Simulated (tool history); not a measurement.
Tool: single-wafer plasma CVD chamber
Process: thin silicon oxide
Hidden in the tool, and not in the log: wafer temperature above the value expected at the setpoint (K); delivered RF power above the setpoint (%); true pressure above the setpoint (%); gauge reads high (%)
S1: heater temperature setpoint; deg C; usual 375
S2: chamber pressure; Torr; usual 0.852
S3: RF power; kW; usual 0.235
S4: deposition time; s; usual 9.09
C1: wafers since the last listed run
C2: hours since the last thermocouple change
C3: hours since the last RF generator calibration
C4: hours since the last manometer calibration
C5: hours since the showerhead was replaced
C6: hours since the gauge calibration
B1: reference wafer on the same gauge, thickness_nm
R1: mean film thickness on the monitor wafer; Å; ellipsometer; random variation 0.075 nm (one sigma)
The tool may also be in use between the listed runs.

{"run": 1, "hour": 0.0, "S1": 375, "S2": 0.852, "S3": 0.235, "S4": 9.09, "C1": 0, "C2": 1865.5, "C3": 2079.7, "C4": 1997.8, "C5": 3868, "C6": 82.5, "B1": 12.4, "R1": 152}
{"run": 2, "hour": 15.5, "S1": 375, "S2": 0.852, "S3": 0.235, "S4": 9.09, "C1": 489, "C2": 1881, "C3": 2095.2, "C4": 2013.3, "C5": 3883.5, "C6": 98, "B1": 12.411, "R1": 151.49}
{"run": 3, "hour": 23.9, "S1": 375, "S2": 0.852, "S3": 0.235, "S4": 9.09, "C1": 265, "C2": 1889.4, "C3": 2103.6, "C4": 2021.7, "C5": 3891.9, "C6": 106.4, "B1": 12.408, "R1": 152.95}
{"run": 4, "hour": 32.7, "S1": 375, "S2": 0.852, "S3": 0.235, "S4": 9.09, "C1": 277, "C2": 1898.2, "C3": 2112.4, "C4": 2030.5, "C5": 3900.7, "C6": 115.2, "B1": 12.41, "R1": 153.32}
{"run": 5, "hour": 42.5, "S1": 375, "S2": 0.852, "S3": 0.235, "S4": 8.28, "C1": 309, "C2": 1908, "C3": 2122.2, "C4": 2040.3, "C5": 3910.5, "C6": 125, "B1": 12.397, "R1": 139.09}
{"run": 6, "hour": 57.5, "S1": 375, "S2": 0.852, "S3": 0.235, "S4": 8.28, "C1": 473, "C2": 1923, "C3": 2137.2, "C4": 2055.3, "C5": 3925.5, "C6": 140, "B1": 12.39, "R1": 138.48}
{"run": 7, "hour": 67.1, "S1": 375, "S2": 0.852, "S3": 0.235, "S4": 8.28, "C1": 302, "C2": 1932.6, "C3": 2146.8, "C4": 2064.9, "C5": 3935.1, "C6": 149.6, "B1": 12.404, "R1": 139.48}
{"run": 8, "hour": 82.4, "S1": 375, "S2": 0.852, "S3": 0.235, "S4": 9.09, "C1": 482, "C2": 1947.9, "C3": 2162.1, "C4": 2080.2, "C5": 3950.4, "C6": 164.9, "B1": 12.402, "R1": 152.2}
{"run": 9, "hour": 99.7, "S1": 375, "S2": 0.852, "S3": 0.235, "S4": 9.09, "C1": 545, "C2": 1965.2, "C3": 2179.4, "C4": 2097.5, "C5": 3967.7, "C6": 182.2, "B1": 12.405, "R1": 153.17}
{"run": 10, "hour": 106.4, "S1": 375, "S2": 0.852, "S3": 0.235, "S4": 9.09, "C1": 211, "C2": 1971.9, "C3": 2186.1, "C4": 2104.2, "C5": 3974.4, "C6": 188.9, "B1": 12.393, "R1": 153.89}
{"run": 11, "hour": 121.4, "S1": 375, "S2": 0.852, "S3": 0.235, "S4": 9.98, "C1": 473, "C2": 1986.9, "C3": 2201.1, "C4": 2119.2, "C5": 3989.4, "C6": 203.9, "B1": 12.394, "R1": 165.6}
{"run": 12, "hour": 134.4, "S1": 375, "S2": 0.852, "S3": 0.235, "S4": 9.98, "C1": 410, "C2": 1999.9, "C3": 2214.1, "C4": 2132.2, "C5": 4002.4, "C6": 216.9, "B1": 12.407, "R1": 166.48}
{"run": 13, "hour": 147.5, "S1": 375, "S2": 0.852, "S3": 0.225, "S4": 9.09, "C1": 413, "C2": 2013, "C3": 2227.2, "C4": 2145.3, "C5": 4015.5, "C6": 230, "B1": 12.395, "R1": 150.29}
{"hour": 191.0, "done": "showerhead replaced"}
{"run": 14, "hour": 191.5, "S1": 362, "S2": 0.852, "S3": 0.235, "S4": 9.86, "C1": 1135, "C2": 2057, "C3": 2271.2, "C4": 2189.3, "C5": 0.5, "C6": 274, "B1": 12.393, "R1": 166.93}
{"run": 15, "hour": 196.8, "S1": 375, "S2": 0.852, "S3": 0.235, "S4": 9.09, "C1": 167, "C2": 2062.3, "C3": 2276.5, "C4": 2194.6, "C5": 5.8, "C6": 279.3, "B1": 12.404, "R1": 153.65}
{"hour": 207.2, "done": "RF generator calibrated"}
{"hour": 208.0, "done": "thermocouple changed; heater temperature recalibrated"}
{"run": 16, "hour": 209.0, "S1": 375, "S2": 0.852, "S3": 0.235, "S4": 9.09, "C1": 107, "C2": 1, "C3": 1.8, "C4": 2206.8, "C5": 18, "C6": 291.5, "B1": 12.403, "R1": 152.17}
{"hour": 223.3, "done": "capacitance manometer re-zeroed and calibrated"}
{"run": 17, "hour": 227.0, "S1": 375, "S2": 0.852, "S3": 0.235, "S4": 8.28, "C1": 315, "C2": 19, "C3": 19.8, "C4": 3.7, "C5": 36, "C6": 309.5, "B1": 12.397, "R1": 138.79}
{"run": 18, "hour": 233.9, "S1": 370, "S2": 0.911, "S3": 0.265, "S4": 8.5, "C1": 217, "C2": 25.9, "C3": 26.7, "C4": 10.6, "C5": 42.9, "C6": 316.4, "B1": 12.391, "R1": 159.01}
{"run": 19, "hour": 251.0, "S1": 375, "S2": 0.713, "S3": 0.235, "S4": 9.09, "C1": 539, "C2": 43, "C3": 43.8, "C4": 27.7, "C5": 60, "C6": 333.5, "B1": 12.396, "R1": 134.64}
{"hour": 257.1, "done": "gauge calibrated"}
{"run": 20, "hour": 258.1, "S1": 386, "S2": 1.039, "S3": 0.25, "S4": 9.09, "C1": 224, "C2": 50.1, "C3": 50.9, "C4": 34.8, "C5": 67.1, "C6": 1, "B1": 12.396, "R1": 177.1}
{"run": 21, "hour": 274.3, "S1": 370, "S2": 0.911, "S3": 0.265, "S4": 8.5, "C1": 511, "C2": 66.3, "C3": 67.1, "C4": 51, "C5": 83.3, "C6": 17.2, "B1": 12.384, "R1": 158.37}
{"run": 22, "hour": 286.9, "S1": 380, "S2": 0.852, "S3": 0.235, "S4": 9.09, "C1": 397, "C2": 78.9, "C3": 79.7, "C4": 63.6, "C5": 95.9, "C6": 29.8, "B1": 12.406, "R1": 151.48}
{"run": 23, "hour": 297.0, "S1": 375, "S2": 0.968, "S3": 0.26, "S4": 8.34, "C1": 318, "C2": 89, "C3": 89.8, "C4": 73.7, "C5": 106, "C6": 39.9, "B1": 12.39, "R1": 161.63}
{"run": 24, "hour": 314.2, "S1": 375, "S2": 0.852, "S3": 0.205, "S4": 10.6, "C1": 542, "C2": 106.2, "C3": 107, "C4": 90.9, "C5": 123.2, "C6": 57.1, "B1": 12.404, "R1": 168.06}
{"run": 25, "hour": 325.5, "S1": 375, "S2": 1.007, "S3": 0.205, "S4": 10.36, "C1": 356, "C2": 117.5, "C3": 118.3, "C4": 102.2, "C5": 134.5, "C6": 68.4, "B1": 12.402, "R1": 179.93}
{"run": 26, "hour": 365.8, "S1": 375, "S2": 0.852, "S3": 0.235, "S4": 9.09, "C1": 1271, "C2": 157.8, "C3": 158.6, "C4": 142.5, "C5": 174.8, "C6": 108.7, "B1": 12.413, "R1": 151.61}

The tool's hidden state at each run:
wafer temperature above the value expected at the setpoint (K): 0 in every run
delivered RF power above the setpoint (%): 0 in every run
true pressure above the setpoint (%): 0 in every run
gauge reads high (%): 0 in every run
